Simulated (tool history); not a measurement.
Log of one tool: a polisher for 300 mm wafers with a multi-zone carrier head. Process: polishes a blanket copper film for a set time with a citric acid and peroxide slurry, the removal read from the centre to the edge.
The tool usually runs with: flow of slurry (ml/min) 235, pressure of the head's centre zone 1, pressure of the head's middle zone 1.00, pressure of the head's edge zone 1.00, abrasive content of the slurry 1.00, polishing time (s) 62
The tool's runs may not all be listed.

run     day  flow of slurry (ml/min)  pressure of the head's centre zone  pressure of the head's middle zone  pressure of the head's edge zone  abrasive content of the slurry  polishing time (s)  wafers since the last listed run  wafers polished on this pad  hours since the slurry nozzle was cleaned  hours since the centre zone pressure was calibrated  hours since the edge zone pressure was calibrated  hours since the carrier head's membrane was replaced  incoming thickness of the incoming film, nm  film removed at the wafer's centre (angstrom)  film removed at mid-radius (angstrom)  film removed at the wafer's edge (angstrom)
  1   0.000                      235                                   1                                1.00                              1.00                            1.00                  62                                 0                         2629                                       83.6                                                306.6                                               45.8                                                 756.7                                        510.2                                           2000                                   2116                                         2117
  2   3.858                      235                                   1                                1.00                              1.00                            1.00                  62                              1327                         3957                                      176.2                                                399.2                                              138.4                                                 849.3                                        519.0                                           1885                                   2069                                         2083
     14.979  -- worn pad replaced by a new one
  3  15.146                      235                                   1                                1.00                              1.00                            1.00                  62                              3826                           58                                      447.1                                                670.1                                              409.3                                                1120.2                                        511.8                                           2012                                   2227                                         2269
     16.912  -- slurry nozzle cleaned
  4  18.121                      235                                   1                                1.00                              1.00                            1.00                  62                              1009                         1067                                       29.0                                                741.5                                              480.7                                                1191.6                                        522.0                                           1950                                   2153                                         2224
  5  22.221                      235                                   1                                1.00                              1.00                            1.00                  62                              1410                         2478                                      127.4                                                839.9                                              579.1                                                1290.0                                        521.9                                           1957                                   2098                                         2158
  6  25.354                      235                                   1                                1.00                              1.00                            1.00                  69                              1078                         3556                                      202.6                                                915.1                                              654.3                                                1365.2                                        521.0                                           2112                                   2314                                         2333
  7  29.667                      235                                   1                                1.00                              1.00                            1.00                  73                              1484                         5040                                      306.1                                               1018.6                                              757.8                                                1468.7                                        528.7                                           2233                                   2387                                         2446
  8  33.221                      235                                   1                                1.00                              1.00                            1.00                  62                              1223                         6263                                      391.4                                               1103.9                                              843.1                                                1554.0                                        523.4                                           1773                                   1978                                         2014
     34.342  -- worn pad replaced by a new one
     36.362  -- slurry nozzle cleaned
     36.475  -- centre zone pressure recalibrated
  9  36.542                      280                                   1                                1.00                              1.04                            1.00                  62                              1042                          713                                        4.3                                                  1.6                                              922.8                                                1633.7                                        521.7                                           2282                                   2258                                         2286
 10  40.221                      235                                   1                                1.00                              1.00                            1.00                  84                              1266                         1979                                       92.6                                                 89.9                                             1011.1                                                1722.0                                        526.5                                           2849                                   2888                                         2914
 11  43.242                      295                                   1                                0.92                              1.09                            1.00                  74                              1039                         3019                                      165.1                                                162.4                                             1083.6                                                1794.5                                        521.5                                           2525                                   2385                                         2727
     45.588  -- edge zone pressure recalibrated
 12  47.475                      315                                   1                                0.91                              1.06                            1.25                  62                              1428                         4447                                      266.7                                                264.0                                               45.3                                                1896.1                                        521.6                                           2100                                   1967                                         2281
     48.229  -- carrier head's membrane replaced by a new one
     52.321  -- worn pad replaced by a new one
     56.162  -- slurry nozzle cleaned
 13  58.233                      195                                   1                                1.00                              1.00                            1.15                  84                              3558                         2020                                       49.7                                                522.2                                              303.5                                                 240.1                                        516.5                                           2658                                   2818                                         2906

What will run 14 give?
 14  60.812                      235                                   1                                0.91                              1.00                            0.75                  62                               887                         2908                                      111.6                                                584.1                                              365.4                                                 302.0                                        517.4                                              ?                                      ?                                            ?

Logged for run 14: film removed at the wafer's centre (angstrom) 1866, film removed at mid-radius (angstrom) 1877, film removed at the wafer's edge (angstrom) 2060.
Had the tool carried no hidden state, the very same run would have given film removed at the wafer's centre (angstrom) 2159, film removed at mid-radius (angstrom) 1998, film removed at the wafer's edge (angstrom) 2193.
